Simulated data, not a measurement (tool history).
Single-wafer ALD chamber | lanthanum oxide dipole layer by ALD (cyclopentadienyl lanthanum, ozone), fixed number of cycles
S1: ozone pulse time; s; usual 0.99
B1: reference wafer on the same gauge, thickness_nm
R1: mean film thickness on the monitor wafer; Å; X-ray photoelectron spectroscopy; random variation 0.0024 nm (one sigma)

{"run": 1, "hour": 0.0, "S1": 0.99, "B1": 0.561, "R1": 5.27}
{"run": 2, "hour": 164.9, "S1": 0.99, "B1": 0.561, "R1": 5.32}
{"run": 3, "hour": 255.1, "S1": 0.99, "B1": 0.562, "R1": 5.29}
{"hour": 292.5, "done": "ozone generator serviced"}
{"run": 4, "hour": 303.7, "S1": 0.99, "B1": 0.561, "R1": 5.29}
{"run": 5, "hour": 356.7, "S1": 0.99, "B1": 0.562, "R1": 5.34}
{"run": 6, "hour": 454.5, "S1": 0.99, "B1": 0.562, "R1": 5.26}
{"run": 7, "hour": 515.9, "S1": 0.99, "B1": 0.561, "R1": 5.28}
{"run": 8, "hour": 605.0, "S1": 0.85, "B1": 0.561, "R1": 4.95}
{"hour": 622.1, "done": "thermocouple changed; heater temperature recalibrated"}
{"run": 9, "hour": 641.9, "S1": 0.85, "B1": 0.56, "R1": 4.97}
{"run": 10, "hour": 684.7, "S1": 0.85, "B1": 0.56, "R1": 4.99}
{"run": 11, "hour": 771.3, "S1": 1.08, "B1": 0.561, "R1": 5.41}
{"run": 12, "hour": 861.3, "S1": 1.08, "B1": 0.561, "R1": 5.42}
{"run": 13, "hour": 922.2, "S1": 0.99, "B1": 0.561, "R1": 5.3}
{"run": 14, "hour": 1027.3, "S1": 0.99, "B1": 0.561, "R1": 5.24}
{"hour": 1056.6, "done": "showerhead replaced"}
{"run": 15, "hour": 1064.6, "S1": 1.34, "B1": 0.56, "R1": 5.72}
{"run": 16, "hour": 1159.9, "S1": 1.29, "B1": 0.561, "R1": 5.68}
{"run": 17, "hour": 1302.2, "S1": 1.3, "B1": 0.562, "R1": 5.69}
{"run": 18, "hour": 1366.9, "S1": 0.99, "B1": 0.56, "R1": 5.27}
{"run": 19, "hour": 1451.1, "S1": 1.28, "B1": 0.56, "R1": 5.67}
{"hour": 1468.1, "done": "gauge calibrated"}
{"run": 20, "hour": 1505.6, "S1": 0.64, "B1": 0.561, "R1": 4.31}
{"run": 21, "hour": 1599.7, "S1": 0.87, "B1": 0.561, "R1": 5.03}
{"run": 22, "hour": 1659.2, "S1": 1.13, "B1": 0.56, "R1": 5.51}
{"run": 23, "hour": 1722.6, "S1": 1.26, "B1": 0.562, "R1": 5.66}
{"hour": 1731.9, "done": "ozone generator serviced"}
{"run": 24, "hour": 1771.6, "S1": 0.77, "B1": 0.561, "R1": 4.78}
{"run": 25, "hour": 1815.8, "S1": 0.72, "B1": 0.56, "R1": 4.62}
{"run": 26, "hour": 1889.3, "S1": 0.99, "B1": 0.56, "R1": 5.28}
{"run": 27, "hour": 1967.1, "S1": 0.71, "B1": 0.561, "R1": 4.56}
{"run": 28, "hour": 2011.1, "S1": 1.16, "B1": 0.56, "R1": 5.55}
{"run": 29, "hour": 2090.2, "S1": 0.99, "B1": 0.561, "R1": 5.27}
{"run": 30, "hour": 2164.0, "S1": 1.08, "B1": 0.561, "R1": 5.44}
{"run": 31, "hour": 2205.6, "S1": 0.99, "B1": 0.56, "R1": 5.26}
{"run": 32, "hour": 2288.8, "S1": 0.6, "B1": 0.561, "R1": 4.12}
{"run": 33, "hour": 2347.8, "S1": 1.26, "B1": 0.561, "R1": 5.65}

Forecast each of these 5 alternatives for the next run:
{"run": "A", "hour": 2348.2, "S1": 1.27, "B1": "?", "R1": "?"}
{"run": "B", "hour": 2348.2, "S1": 1.24, "B1": "?", "R1": "?"}
{"run": "C", "hour": 2348.2, "S1": 1.32, "B1": "?", "R1": "?"}
{"run": "D", "hour": 2348.2, "S1": 1.17, "B1": "?", "R1": "?"}
{"run": "E", "hour": 2348.2, "S1": 0.62, "B1": "?", "R1": "?"}

run=A B1=0.562 R1=5.69
run=B B1=0.562 R1=5.66
run=C B1=0.562 R1=5.73
run=D B1=0.562 R1=5.57
run=E B1=0.562 R1=4.24
Without the tool's hidden state the same runs would have given:
run=A R1=5.69
run=B R1=5.66
run=C R1=5.73
run=D R1=5.57
run=E R1=4.24
